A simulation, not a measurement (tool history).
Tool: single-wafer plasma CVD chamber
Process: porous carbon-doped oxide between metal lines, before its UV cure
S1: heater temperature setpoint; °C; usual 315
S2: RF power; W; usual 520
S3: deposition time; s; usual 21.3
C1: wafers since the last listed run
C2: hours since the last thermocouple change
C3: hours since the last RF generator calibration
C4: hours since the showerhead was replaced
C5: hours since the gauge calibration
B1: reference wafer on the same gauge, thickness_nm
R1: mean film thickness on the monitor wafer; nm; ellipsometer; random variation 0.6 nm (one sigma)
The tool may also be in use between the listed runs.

| run | hour | S1 | S2 | S3 | C1 | C2 | C3 | C4 | C5 | B1 | R1 |
|---|---|---|---|---|---|---|---|---|---|---|---|
| 1 | 0 | 315 | 585 | 21.3 | 0 | 1995.1 | 1171.4 | 5780.9 | 418.2 | 98.022 | 127.333 |
| 2 | 27.8 | 315 | 585 | 21.3 | 1085 | 2022.9 | 1199.2 | 5808.7 | 446 | 98.043 | 126.986 |
| 3 | 51 | 315 | 520 | 24.2 | 905 | 2046.1 | 1222.4 | 5831.9 | 469.2 | 97.963 | 130.953 |
| 4 | 71 | 315 | 520 | 24.2 | 780 | 2066.1 | 1242.4 | 5851.9 | 489.2 | 97.936 | 130.494 |
| 5 | 88.3 | 315 | 520 | 21.3 | 675 | 2083.4 | 1259.7 | 5869.2 | 506.5 | 98.079 | 116.441 |
| 6 | 122.1 | 315 | 520 | 21.3 | 1319 | 2117.2 | 1293.5 | 5903 | 540.3 | 97.819 | 116.994 |
| 7 | 138.9 | 315 | 520 | 21.3 | 656 | 2134 | 1310.3 | 5919.8 | 557.1 | 98.034 | 116.714 |
| 8 | 171 | 315 | 520 | 21.3 | 1253 | 2166.1 | 1342.4 | 5951.9 | 589.2 | 98.039 | 115.272 |
| 9 | 194.1 | 315 | 520 | 21.3 | 902 | 2189.2 | 1365.5 | 5975 | 612.3 | 98.138 | 115.269 |
| 10 | 218.8 | 315 | 520 | 21.3 | 964 | 2213.9 | 1390.2 | 5999.7 | 637 | 98.044 | 115.812 |
| 11 | 254.6 | 315 | 520 | 21.3 | 1397 | 2249.7 | 1426 | 6035.5 | 672.8 | 98.115 | 115.701 |
|  | 262 | gauge calibrated |
| 12 | 283.3 | 315 | 520 | 21.3 | 1120 | 2278.4 | 1454.7 | 6064.2 | 21.3 | 97.986 | 115.229 |
|  | 296.8 | showerhead replaced |
| 13 | 312.9 | 315 | 520 | 21.3 | 843 | 2308 | 1484.3 | 16.1 | 50.9 | 97.914 | 113.586 |
| 14 | 342.4 | 303 | 520 | 21.3 | 1151 | 2337.5 | 1513.8 | 45.6 | 80.4 | 98.083 | 121.89 |
| 15 | 364.9 | 315 | 520 | 21.3 | 878 | 2360 | 1536.3 | 68.1 | 102.9 | 98.081 | 114.625 |
| 16 | 382 | 324 | 450 | 25.4 | 667 | 2377.1 | 1553.4 | 85.2 | 120 | 98.067 | 113.969 |
| 17 | 416.2 | 315 | 490 | 22.8 | 1335 | 2411.3 | 1587.6 | 119.4 | 154.2 | 97.976 | 117.163 |
|  | 448.8 | thermocouple changed; heater temperature recalibrated |
|  | 451.4 | RF generator calibrated |
| 18 | 451.9 | 315 | 600 | 22.9 | 982 | 3.1 | 0.5 | 155.1 | 189.9 | 98.028 | 144.691 |
| 19 | 466.4 | 315 | 585 | 21.3 | 566 | 17.6 | 15 | 169.6 | 204.4 | 97.984 | 131.8 |
| 20 | 489.3 | 315 | 520 | 18.7 | 894 | 40.5 | 37.9 | 192.5 | 227.3 | 97.972 | 106.023 |
| 21 | 508.2 | 321 | 590 | 19.4 | 738 | 59.4 | 56.8 | 211.4 | 246.2 | 97.964 | 117.825 |
| 22 | 541.4 | 315 | 520 | 21.3 | 1296 | 92.6 | 90 | 244.6 | 279.4 | 97.967 | 119.914 |
| 23 | 561.9 | 320 | 460 | 19.2 | 800 | 113.1 | 110.5 | 265.1 | 299.9 | 97.95 | 96.352 |
| 24 | 593.6 | 329 | 425 | 22.4 | 1237 | 144.8 | 142.2 | 296.8 | 331.6 | 97.99 | 98.32 |
| 25 | 620.1 | 315 | 520 | 21.3 | 1034 | 171.3 | 168.7 | 323.3 | 358.1 | 97.988 | 119.337 |
| 26 | 645.8 | 302 | 590 | 24 | 1003 | 197 | 194.4 | 349 | 383.8 | 98.007 | 159.011 |
| 27 | 673.6 | 301 | 565 | 23.1 | 1085 | 224.8 | 222.2 | 376.8 | 411.6 | 98.115 | 148.747 |
| 28 | 701.4 | 315 | 520 | 19.3 | 1085 | 252.6 | 250 | 404.6 | 439.4 | 97.806 | 108.354 |

Some steps in R1 between neighbouring runs. How much of each would the tool show without its hidden state too (settings, what came in, random variation), and how much is left for the hidden state, with any gauge scatter that isn't in both results?
The hidden state here: wafer temperature above the value expected at the setpoint (K); delivered RF power above the setpoint (%); gauge reads high (%).
Run 15 -> 16: S1 315 -> 324, S2 520 -> 450, S3 21.3 -> 25.4. R1 -0.656 nm: hidden state -1.052, all else +0.396.
Run 17 -> 18: S2 490 -> 600, S3 22.8 -> 22.9, thermocouple changed; heater temperature recalibrated, RF generator calibrated. R1 +27.528 nm: hidden state +6.085, all else +21.443.
Run 25 -> 26: S1 315 -> 302, S2 520 -> 590, S3 21.3 -> 24. R1 +39.674 nm: hidden state -0.472, all else +40.146.
Run 27 -> 28: S1 301 -> 315, S2 565 -> 520, S3 23.1 -> 19.3. R1 -40.393 nm: hidden state +0.34, all else -40.733.

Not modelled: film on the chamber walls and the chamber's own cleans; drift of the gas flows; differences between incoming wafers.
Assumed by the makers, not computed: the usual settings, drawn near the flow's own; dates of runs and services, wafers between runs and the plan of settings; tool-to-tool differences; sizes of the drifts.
